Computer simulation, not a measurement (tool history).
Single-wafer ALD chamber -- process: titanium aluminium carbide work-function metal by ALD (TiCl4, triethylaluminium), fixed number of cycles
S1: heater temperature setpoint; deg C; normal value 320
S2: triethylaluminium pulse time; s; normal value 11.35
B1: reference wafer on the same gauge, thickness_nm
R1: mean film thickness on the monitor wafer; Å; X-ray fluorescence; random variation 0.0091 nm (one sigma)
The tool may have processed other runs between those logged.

Run 1, hour 0: usual settings; B1 2.351. Result: R1 19.32 Å.
Run 2, hour 13.6: usual settings; B1 2.349. Result: R1 19.21 Å.
Run 3, hour 28.2: usual settings but S2 8.98 s; B1 2.351. Result: R1 18.74 Å.
Run 4, hour 37.8: usual settings but S2 8.98 s; B1 2.353. Result: R1 18.61 Å.
Run 5, hour 48.7: usual settings; B1 2.351. Result: R1 19.32 Å.
Run 6, hour 62.6: usual settings; B1 2.349. Result: R1 19.34 Å.
Run 7, hour 72.9: usual settings; B1 2.35. Result: R1 19.15 Å.
Run 8, hour 86.5: usual settings but S1 317 deg C; B1 2.351. Result: R1 18.88 Å.
Run 9, hour 100.7: usual settings but S1 317 deg C; B1 2.348. Result: R1 18.94 Å.
Run 10, hour 106.9: usual settings but S1 317 deg C; B1 2.352. Result: R1 18.93 Å.
Run 11, hour 113.6: usual settings; B1 2.346. Result: R1 19.19 Å.
At hour 115.5: gauge calibrated.
Run 12, hour 127.5: usual settings; B1 2.348. Result: R1 19.3 Å.
Run 13, hour 137.3: usual settings but S2 8.88 s; B1 2.35. Result: R1 18.47 Å.
Run 14, hour 149: usual settings but S2 8.88 s; B1 2.348. Result: R1 18.47 Å.
Run 15, hour 165.6: usual settings but S2 8.88 s; B1 2.353. Result: R1 18.35 Å.
Run 16, hour 172.9: usual settings but S1 326 deg C, S2 12.87 s; B1 2.352. Result: R1 19.66 Å.
Run 17, hour 179.9: usual settings but S1 313 deg C, S2 7.84 s; B1 2.35. Result: R1 17.49 Å.
At hour 193.5: triethylaluminium bottle replaced.
At hour 201.8: showerhead replaced.
Run 18, hour 212.4: usual settings but S1 315 deg C, S2 13.04 s; B1 2.349. Result: R1 19.55 Å.
Run 19, hour 227.6: usual settings but S1 324 deg C; B1 2.351. Result: R1 20.13 Å.
Run 20, hour 243.3: usual settings; B1 2.349. Result: R1 19.82 Å.
Run 21, hour 250.6: usual settings but S1 310 deg C, S2 15.62 s; B1 2.349. Result: R1 19.22 Å.
At hour 264.5: thermocouple changed; heater temperature recalibrated.
Run 22, hour 266.1: usual settings but S1 326 deg C, S2 13.69 s; B1 2.348. Result: R1 20.29 Å.
Run 23, hour 283.3: usual settings but S1 315 deg C, S2 14.05 s; B1 2.349. Result: R1 19.66 Å.

Predict the results of run 24:
Run 24, hour 297.1: usual settings but S1 306 deg C, S2 13.29 s; B1 ?. Result: R1 ?.

{"run 24": {"B1": 2.353, "R1": 18.82}}
Minus the tool's unlogged condition, the same run would have read R1 18.88 Å.
